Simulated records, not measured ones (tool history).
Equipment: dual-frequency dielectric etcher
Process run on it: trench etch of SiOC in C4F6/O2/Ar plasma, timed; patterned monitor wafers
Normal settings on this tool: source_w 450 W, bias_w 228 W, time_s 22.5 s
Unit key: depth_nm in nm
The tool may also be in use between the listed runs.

| run | hour | source_w | bias_w | time_s | wafers since the last listed run | hours since the last wet clean | hours since the last source power generator calibration | hours since the last bias power generator calibration | hours since the last upper electrode change | hours since the gauge calibration | read-back reference wafer on the same gauge, depth_nm | depth_nm |
|---|---|---|---|---|---|---|---|---|---|---|---|---|
| 1 | 0.0 | 450 | 228 | 27.0 | 0 | 191.7 | 1647.8 | 4591.5 | 3165.4 | 16.7 | 60.8 | 65.1 |
| 2 | 8.0 | 450 | 228 | 27.0 | 96 | 199.7 | 1655.8 | 4599.5 | 3173.4 | 24.7 | 61.0 | 65.2 |
| 3 | 16.8 | 450 | 198 | 17.0 | 106 | 208.5 | 1664.6 | 4608.3 | 3182.2 | 33.5 | 61.1 | 39.5 |
| 4 | 25.5 | 450 | 198 | 17.0 | 104 | 217.2 | 1673.3 | 4617.0 | 3190.9 | 42.2 | 61.0 | 40.1 |
| 5 | 40.9 | 450 | 198 | 17.0 | 185 | 232.6 | 1688.7 | 4632.4 | 3206.3 | 57.6 | 60.9 | 39.6 |
| 6 | 52.3 | 450 | 228 | 22.5 | 137 | 244.0 | 1700.1 | 4643.8 | 3217.7 | 69.0 | 61.1 | 55.2 |
|  | 63.6 | source power generator calibrated |
| 7 | 70.0 | 450 | 228 | 22.5 | 165 | 261.7 | 6.4 | 4661.5 | 3235.4 | 86.7 | 61.0 | 55.0 |
|  | 111.6 | upper electrode replaced |
| 8 | 112.1 | 450 | 228 | 22.5 | 218 | 303.8 | 48.5 | 4703.6 | 0.5 | 128.8 | 61.2 | 55.3 |
| 9 | 112.4 | 530 | 280 | 22.5 | 3 | 304.1 | 48.8 | 4703.9 | 0.8 | 129.1 | 61.0 | 60.6 |
| 10 | 112.8 | 510 | 228 | 22.5 | 4 | 304.5 | 49.2 | 4704.3 | 1.2 | 129.5 | 61.0 | 57.5 |
|  | 137.0 | wet clean of the chamber |
| 11 | 137.5 | 360 | 198 | 20.0 | 8 | 0.5 | 73.9 | 4729.0 | 25.9 | 154.2 | 60.8 | 42.6 |
| 12 | 139.4 | 360 | 228 | 22.5 | 22 | 2.4 | 75.8 | 4730.9 | 27.8 | 156.1 | 61.1 | 49.5 |
| 13 | 148.8 | 410 | 252 | 22.5 | 113 | 11.8 | 85.2 | 4740.3 | 37.2 | 165.5 | 61.0 | 53.0 |
| 14 | 165.5 | 500 | 228 | 24.5 | 201 | 28.5 | 101.9 | 4757.0 | 53.9 | 182.2 | 61.0 | 59.7 |
| 15 | 171.6 | 450 | 228 | 22.5 | 73 | 34.6 | 108.0 | 4763.1 | 60.0 | 188.3 | 61.0 | 53.2 |
| 16 | 185.9 | 420 | 199 | 22.5 | 172 | 48.9 | 122.3 | 4777.4 | 74.3 | 202.6 | 61.0 | 50.2 |
| 17 | 192.1 | 450 | 228 | 22.5 | 74 | 55.1 | 128.5 | 4783.6 | 80.5 | 208.8 | 60.9 | 53.1 |
|  | 201.5 | bias power generator calibrated |
| 18 | 202.2 | 450 | 198 | 17.0 | 73 | 65.2 | 138.6 | 0.7 | 90.6 | 218.9 | 61.0 | 39.2 |
| 19 | 215.2 | 560 | 253 | 25.5 | 156 | 78.2 | 151.6 | 13.7 | 103.6 | 231.9 | 60.8 | 67.7 |
| 20 | 226.3 | 450 | 269 | 19.5 | 133 | 89.3 | 162.7 | 24.8 | 114.7 | 243.0 | 61.0 | 49.2 |
| 21 | 236.8 | 380 | 228 | 19.0 | 126 | 99.8 | 173.2 | 35.3 | 125.2 | 253.5 | 61.1 | 43.3 |
| 22 | 247.2 | 450 | 228 | 22.5 | 125 | 110.2 | 183.6 | 45.7 | 135.6 | 263.9 | 61.1 | 53.8 |
| 23 | 255.0 | 450 | 178 | 28.5 | 94 | 118.0 | 191.4 | 53.5 | 143.4 | 271.7 | 60.9 | 64.0 |
| 24 | 272.7 | 400 | 250 | 16.0 | 213 | 135.7 | 209.1 | 71.2 | 161.1 | 289.4 | 60.9 | 38.3 |
| 25 | 284.0 | 450 | 228 | 22.5 | 136 | 147.0 | 220.4 | 82.5 | 172.4 | 300.7 | 61.1 | 54.0 |
| 26 | 300.7 | 380 | 256 | 19.5 | 201 | 163.7 | 237.1 | 99.2 | 189.1 | 317.4 | 61.0 | 46.3 |
| 27 | 316.3 | 490 | 209 | 27.0 | 188 | 179.3 | 252.7 | 114.8 | 204.7 | 333.0 | 61.0 | 65.4 |
|  | 325.9 | gauge calibrated |
| 28 | 331.8 | 450 | 208 | 22.5 | 186 | 194.8 | 268.2 | 130.3 | 220.2 | 5.9 | 61.1 | 53.3 |
| 29 | 340.5 | 350 | 276 | 18.0 | 104 | 203.5 | 276.9 | 139.0 | 228.9 | 14.6 | 61.1 | 43.0 |

Here are 5 independent what-if runs from the current tool condition. What would each one return?
| A | 340.9 | 530 | 228 | 22.5 | 4 | 203.9 | 277.3 | 139.4 | 229.3 | 15.0 | ? | ? |
| B | 340.9 | 450 | 273 | 22.5 | 4 | 203.9 | 277.3 | 139.4 | 229.3 | 15.0 | ? | ? |
| C | 340.9 | 520 | 257 | 20.5 | 4 | 203.9 | 277.3 | 139.4 | 229.3 | 15.0 | ? | ? |
| D | 340.9 | 450 | 199 | 16.0 | 4 | 203.9 | 277.3 | 139.4 | 229.3 | 15.0 | ? | ? |
| E | 340.9 | 390 | 228 | 19.5 | 4 | 203.9 | 277.3 | 139.4 | 229.3 | 15.0 | ? | ? |

| run | read-back reference wafer on the same gauge, depth_nm | depth_nm |
|---|---|---|
| A | 60.9 | 58.3 |
| B | 60.9 | 58.3 |
| C | 60.9 | 54.6 |
| D | 60.9 | 38.0 |
| E | 60.9 | 46.1 |
Without the tool's unlogged condition, the same runs would have read:
| run | depth_nm |
|---|---|
| A | 56.4 |
| B | 56.4 |
| C | 52.8 |
| D | 36.7 |
| E | 44.5 |

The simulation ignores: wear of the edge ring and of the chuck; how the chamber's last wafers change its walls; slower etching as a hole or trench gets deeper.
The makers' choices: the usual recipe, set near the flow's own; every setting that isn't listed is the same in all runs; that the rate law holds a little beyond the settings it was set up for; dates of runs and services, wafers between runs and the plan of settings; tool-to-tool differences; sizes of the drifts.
